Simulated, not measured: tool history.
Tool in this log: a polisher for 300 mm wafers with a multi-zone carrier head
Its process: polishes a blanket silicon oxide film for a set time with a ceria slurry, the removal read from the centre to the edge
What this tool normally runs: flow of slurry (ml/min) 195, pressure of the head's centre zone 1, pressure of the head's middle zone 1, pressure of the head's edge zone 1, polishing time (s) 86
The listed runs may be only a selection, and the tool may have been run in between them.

run,hour,flow of slurry (ml/min),pressure of the head's centre zone,pressure of the head's middle zone,pressure of the head's edge zone,polishing time (s),wafers since the last listed run,wafers polished on this pad,hours since the slurry nozzle was cleaned,hours since the centre zone pressure was calibrated,hours since the edge zone pressure was calibrated,hours since the carrier head's membrane was replaced,"incoming thickness of the incoming film, nm",film removed at the wafer's centre (Å),film removed at mid-radius (Å),film removed at the wafer's edge (Å)
1,0,195,1,1,1.04,86,0,685,615.1,253.4,5.8,566.1,1595,4604,4537,4621
# hour 20.7: worn pad replaced by a new one
2,26.3,195,1,1,1.04,86,204,51,641.4,279.7,32.1,592.4,1607.6,4524,4523,4546
3,43.6,195,0.92,1,1,86,158,209,658.7,297,49.4,609.7,1599.9,4112,4517,4424
4,57.5,195,0.92,1,1,86,127,337,672.6,310.9,63.3,623.6,1609.7,4113,4477,4415
5,70.1,195,0.9,1,1,97,115,453,685.2,323.5,75.9,636.2,1630.7,4493,5117,5052
6,82.6,195,1,1,1,86,114,568,697.7,336,88.4,648.7,1594.5,4446,4462,4503
# hour 93.2: centre zone pressure recalibrated
# hour 94: worn pad replaced by a new one
7,94.4,195,1.1,1,1,100,82,3,709.5,1.2,100.2,660.5,1597.5,5588,5244,5230
8,101.1,195,1.06,1.12,0.96,86,61,65,716.2,7.9,106.9,667.2,1610.5,4627,4846,4373
# hour 106.8: carrier head's membrane replaced by a new one
9,117.1,195,1,1.11,1,86,101,166,732.2,23.9,122.9,10.3,1622.5,4328,4845,4441
10,131.7,195,1,1,1,86,134,300,746.8,38.5,137.5,24.9,1612.1,4362,4390,4430
11,148.5,195,1,1.06,1,86,154,454,763.6,55.3,154.3,41.7,1618.1,4249,4574,4402
12,161.9,195,1,1,1,86,123,577,777,68.7,167.7,55.1,1587.9,4183,4350,4271
# hour 165.3: slurry nozzle cleaned
13,171.6,255,0.91,1,0.94,75,79,657,6.3,78.4,177.4,64.8,1588.7,3950,4315,4011
# hour 180.6: worn pad replaced by a new one
14,182.9,145,1,1.1,1.11,66,67,20,17.6,89.7,188.7,76.1,1637.7,3400,3752,3556
15,191.8,195,1,1,1,86,81,102,26.5,98.6,197.6,85,1620,4763,4739,4705
16,206.5,195,1,1.1,1,115,135,237,41.2,113.3,212.3,99.7,1612.5,6281,6801,6123
17,214.4,195,1.1,0.89,0.95,86,72,310,49.1,121.2,220.2,107.6,1615.9,5100,4232,4487
18,226.5,195,1,1,1,86,111,421,61.2,133.3,232.3,119.7,1613.6,4766,4702,4673
19,232.7,195,1,1,1,86,56,478,67.4,139.5,238.5,125.9,1592.1,4628,4722,4612
20,241.9,195,1,1,1,86,84,562,76.6,148.7,247.7,135.1,1601.2,4701,4718,4596
# hour 257: worn pad replaced by a new one
21,257.4,230,1,1.07,1.08,72,105,3,92.1,164.2,263.2,150.6,1629.9,4093,4304,4111
22,268.5,125,1.12,1.04,1,94,101,105,103.2,175.3,274.3,161.7,1637.8,5055,4835,4674

Predict each of these 4 candidate next runs independently; none follows another, all start after run 22:
A,268.9,195,1,1,1,86,3,109,103.6,175.7,274.7,162.1,1597.1,?,?,?
B,268.9,195,1,0.96,1,86,3,109,103.6,175.7,274.7,162.1,1597.1,?,?,?
C,268.9,195,1,0.9,1,86,3,109,103.6,175.7,274.7,162.1,1597.1,?,?,?
D,268.9,195,1,1.11,1.06,86,3,109,103.6,175.7,274.7,162.1,1597.1,?,?,?

run,film removed at the wafer's centre (Å),film removed at mid-radius (Å),film removed at the wafer's edge (Å)
A,4677,4701,4586
B,4676,4542,4588
C,4674,4304,4592
D,4681,5137,4683
Without the tool's hidden state the same runs would have given:
run,film removed at the wafer's centre (Å),film removed at mid-radius (Å),film removed at the wafer's edge (Å)
A,4751,4767,4633
B,4750,4606,4636
C,4748,4365,4640
D,4755,5210,4731
